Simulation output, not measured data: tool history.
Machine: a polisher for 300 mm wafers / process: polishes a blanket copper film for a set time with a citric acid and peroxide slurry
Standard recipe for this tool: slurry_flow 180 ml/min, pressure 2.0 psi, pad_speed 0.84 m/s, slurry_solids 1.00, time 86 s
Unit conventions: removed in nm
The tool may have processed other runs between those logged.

run,hour,slurry_flow,pressure,pad_speed,slurry_solids,time,wafers since the last listed run,wafers polished on this pad,hours since the slurry nozzle was cleaned,hours since the head pressure was calibrated,hours since the slurry blender was calibrated,"incoming thickness of the incoming film, nm",removed
1,0.0,180,2.0,0.84,1.00,86,0,645,73.3,869.0,266.7,1189.5,96.7
# hour 36.8: worn pad replaced by a new one
2,41.3,180,2.0,0.84,1.00,86,215,26,114.6,910.3,308.0,1193.8,96.7
# hour 94.0: slurry blender recalibrated
3,102.7,180,2.0,0.84,1.00,86,343,369,176.0,971.7,8.7,1187.6,93.9
# hour 169.2: worn pad replaced by a new one
4,169.7,180,2.0,0.84,1.00,86,363,2,243.0,1038.7,75.7,1181.9,95.1
5,223.1,180,2.3,0.84,0.80,86,308,311,296.4,1092.1,129.1,1176.4,98.5
6,257.0,180,2.0,0.84,1.00,86,195,507,330.3,1126.0,163.0,1174.9,95.7
7,281.1,180,2.0,0.84,1.00,86,139,646,354.4,1150.1,187.1,1213.0,95.6
# hour 290.8: worn pad replaced by a new one
8,333.9,180,2.0,0.84,0.75,86,281,249,407.2,1202.9,239.9,1178.1,88.7
# hour 337.7: head pressure recalibrated
9,404.2,120,1.5,0.84,0.90,108,394,643,477.5,66.5,310.2,1203.5,93.2
# hour 434.4: worn pad replaced by a new one
10,435.1,180,2.3,0.84,0.80,86,155,4,508.4,97.4,341.1,1182.9,99.3
# hour 449.6: slurry nozzle cleaned
11,470.7,125,1.4,1.08,1.00,105,199,203,21.1,133.0,376.7,1181.0,114.2
# hour 498.7: slurry blender recalibrated
12,512.2,180,2.0,0.66,1.00,86,228,432,62.6,174.5,13.5,1200.6,75.4
# hour 566.6: worn pad replaced by a new one
13,582.4,115,2.0,0.84,1.00,66,382,91,132.8,244.7,83.7,1180.2,66.4
14,622.2,135,1.5,0.70,1.00,86,229,321,172.6,284.5,123.5,1190.5,64.4
15,654.2,180,2.0,0.84,1.00,86,184,506,204.6,316.5,155.5,1194.3,94.8

Hidden state, per run?
removal rate lost through wear of the pad, %: 0 on each run
slurry flow missing at the pad, %: 0 on each run
deviation of the head's pressure from its setpoint, %: 0 on each run
abrasive missing from the slurry, %: 0 on each run

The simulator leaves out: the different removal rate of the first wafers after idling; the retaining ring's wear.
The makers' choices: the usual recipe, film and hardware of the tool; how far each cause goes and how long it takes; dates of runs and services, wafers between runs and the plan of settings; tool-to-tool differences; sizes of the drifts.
